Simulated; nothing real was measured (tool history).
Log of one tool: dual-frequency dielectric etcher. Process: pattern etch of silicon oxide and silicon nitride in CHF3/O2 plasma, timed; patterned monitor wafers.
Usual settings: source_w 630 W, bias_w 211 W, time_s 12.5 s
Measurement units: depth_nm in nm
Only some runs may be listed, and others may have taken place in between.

run,hour,source_w,bias_w,time_s,"read-back reference wafer on the same gauge, depth_nm",depth_nm
1,0.0,580,211,10.0,18.89,16.68
2,10.8,580,211,10.0,18.91,16.45
3,27.4,580,211,10.0,18.91,16.49
4,34.7,630,211,11.5,18.88,19.81
5,42.8,630,232,12.5,18.87,21.99
6,58.7,630,232,12.5,18.89,22.18
7,73.8,630,232,12.5,18.93,22.07
# hour 90.4: gauge calibrated
# hour 103.3: wet clean of the chamber
8,103.8,680,211,12.5,18.89,21.21
9,104.1,690,211,12.5,18.89,21.12
# hour 110.3: bias power generator calibrated
10,110.8,760,245,12.5,18.91,23.10
11,116.6,630,252,12.5,18.88,21.91
# hour 146.3: upper electrode replaced
# hour 148.3: source power generator calibrated
12,148.8,630,211,10.5,18.89,17.47
13,178.4,590,211,12.5,18.92,20.47
14,190.3,630,211,12.5,18.88,20.87
15,199.8,510,259,10.0,18.90,16.66
16,213.9,770,163,9.5,18.94,15.76
# hour 225.2: gauge calibrated
17,226.7,760,211,10.0,18.91,17.85

4 options for the next run, each taken on its own from the tool as it stands now. Forecast them:
A,227.1,630,211,16.0,?,?
B,227.1,630,240,15.5,?,?
C,227.1,720,211,12.5,?,?
D,227.1,750,211,9.0,?,?

run,"read-back reference wafer on the same gauge, depth_nm",depth_nm
A,18.94,26.69
B,18.94,26.92
C,18.94,21.81
D,18.94,15.92
With the hidden condition removed and each run's random variation left untouched, the same runs would have given:
run,depth_nm
A,26.10
B,26.32
C,21.32
D,15.57
